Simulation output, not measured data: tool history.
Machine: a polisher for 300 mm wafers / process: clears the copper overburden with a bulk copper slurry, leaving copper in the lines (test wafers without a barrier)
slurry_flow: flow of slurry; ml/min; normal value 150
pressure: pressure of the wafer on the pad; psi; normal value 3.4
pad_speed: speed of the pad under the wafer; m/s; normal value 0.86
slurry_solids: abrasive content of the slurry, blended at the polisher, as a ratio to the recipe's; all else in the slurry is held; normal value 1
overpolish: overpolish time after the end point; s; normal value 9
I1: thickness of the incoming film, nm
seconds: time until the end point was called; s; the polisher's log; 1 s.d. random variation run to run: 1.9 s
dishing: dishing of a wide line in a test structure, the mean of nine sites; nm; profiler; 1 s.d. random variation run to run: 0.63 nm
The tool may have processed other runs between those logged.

Run 1, day 0: usual settings but slurry_flow 175 ml/min, slurry_solids 0.9; I1 1009.1. Result: seconds 103 s, dishing 47 nm.
At day 0.662: worn pad replaced by a new one.
At day 0.75: slurry blender recalibrated.
Run 2, day 0.771: usual settings but slurry_flow 175 ml/min, slurry_solids 0.9; I1 999.9. Result: seconds 99.6 s, dishing 49.3 nm.
Run 3, day 1.104: usual settings but slurry_flow 175 ml/min, slurry_solids 0.9; I1 1023.3. Result: seconds 96.5 s, dishing 48.3 nm.
Run 4, day 3.021: usual settings but slurry_flow 125 ml/min; I1 1025.4. Result: seconds 103.8 s, dishing 48 nm.
Run 5, day 3.542: usual settings; I1 988.5. Result: seconds 102.6 s, dishing 48.6 nm.
Run 6, day 3.875: usual settings; I1 1014.8. Result: seconds 100.6 s, dishing 49.5 nm.
Run 7, day 4.188: usual settings; I1 1001.8. Result: seconds 97.8 s, dishing 47.9 nm.
At day 4.279: slurry nozzle cleaned.
Run 8, day 4.654: usual settings; I1 1021.9. Result: seconds 101.8 s, dishing 48.1 nm.
At day 4.971: worn pad replaced by a new one.
Run 9, day 5.142: usual settings; I1 1021.8. Result: seconds 107.8 s, dishing 46.7 nm.
Run 10, day 5.454: usual settings but slurry_solids 0.85; I1 998.9. Result: seconds 107.9 s, dishing 46.8 nm.
Run 11, day 5.892: usual settings; I1 1024. Result: seconds 105.9 s, dishing 47.1 nm.
Run 12, day 6.188: usual settings; I1 997.4. Result: seconds 102.1 s, dishing 47.8 nm.
At day 6.283: slurry blender recalibrated.
Run 13, day 6.729: usual settings but pressure 2.7 psi, overpolish 7 s; I1 1001.1. Result: seconds 125.5 s, dishing 36 nm.
Run 14, day 7.017: usual settings but pressure 2.8 psi, overpolish 12 s; I1 1020.5. Result: seconds 117.5 s, dishing 53 nm.
Run 15, day 7.412: usual settings but overpolish 4 s; I1 1007.6. Result: seconds 99.9 s, dishing 26.6 nm.
Run 16, day 7.829: usual settings but slurry_flow 105 ml/min, pressure 2.9 psi, pad_speed 1.08 m/s, slurry_solids 0.7; I1 991.3. Result: seconds 114.8 s, dishing 44 nm.
Run 17, day 8.117: usual settings but slurry_flow 125 ml/min, overpolish 13 s; I1 1001.9. Result: seconds 104.8 s, dishing 59.9 nm.
Run 18, day 8.575: usual settings; I1 1005.8. Result: seconds 102.3 s, dishing 49.8 nm.
At day 10.488: worn pad replaced by a new one.
Run 19, day 10.817: usual settings but pressure 2.5 psi, slurry_solids 0.8, overpolish 14 s; I1 1000.5. Result: seconds 143.1 s, dishing 50.5 nm.
At day 11.125: head pressure recalibrated.
Run 20, day 11.279: usual settings but slurry_flow 105 ml/min, pressure 2.9 psi, pad_speed 1.08 m/s, slurry_solids 0.7; I1 1025.9. Result: seconds 123.5 s, dishing 42.4 nm.
Run 21, day 11.729: usual settings but pressure 4.1 psi; I1 1000.6. Result: seconds 92.9 s, dishing 52.3 nm.
At day 12.483: slurry blender recalibrated.
Run 22, day 12.504: usual settings but pressure 2.2 psi, pad_speed 0.76 m/s, overpolish 4 s; I1 1014.8. Result: seconds 146.7 s, dishing 18.9 nm.
Run 23, day 12.725: usual settings but pressure 4.3 psi; I1 996. Result: seconds 76 s, dishing 56.5 nm.
Run 24, day 13.171: usual settings; I1 1000.9. Result: seconds 97.9 s, dishing 50.6 nm.
Run 25, day 13.829: usual settings; I1 1002.5. Result: seconds 98.6 s, dishing 48.9 nm.
Run 26, day 14.312: usual settings; I1 1022.1. Result: seconds 104.4 s, dishing 49.8 nm.
Run 27, day 15.042: usual settings but slurry_flow 130 ml/min, pressure 2.6 psi, pad_speed 0.96 m/s, slurry_solids 1.2; I1 1010.7. Result: seconds 111.5 s, dishing 42.9 nm.

Here are 5 independent what-if runs from the current tool condition. What would each one return?
Run A, day 15.062: usual settings but overpolish 13 s; I1 988.7. Result: seconds ?, dishing ?.
Run B, day 15.062: usual settings but overpolish 12 s; I1 988.7. Result: seconds ?, dishing ?.
Run C, day 15.062: usual settings but pressure 4.5 psi, overpolish 10 s; I1 988.7. Result: seconds ?, dishing ?.
Run D, day 15.062: usual settings but pressure 2.5 psi, pad_speed 1.06 m/s, slurry_solids 0.85, overpolish 13 s; I1 988.7. Result: seconds ?, dishing ?.
Run E, day 15.062: usual settings but slurry_flow 175 ml/min, pressure 2.7 psi, pad_speed 1 m/s, overpolish 6 s; I1 988.7. Result: seconds ?, dishing ?.

run  seconds  dishing
  A     98.1     60.9
  B     98.1     58.4
  C       77     61.2
  D    114.5     55.1
  E    105.3     35.1
What these runs would have given with no unlogged condition in the tool:
run  seconds  dishing
  A     94.4     62.1
  B     94.4     59.6
  C     74.1     62.5
  D    110.3     56.2
  E    101.4     36.2
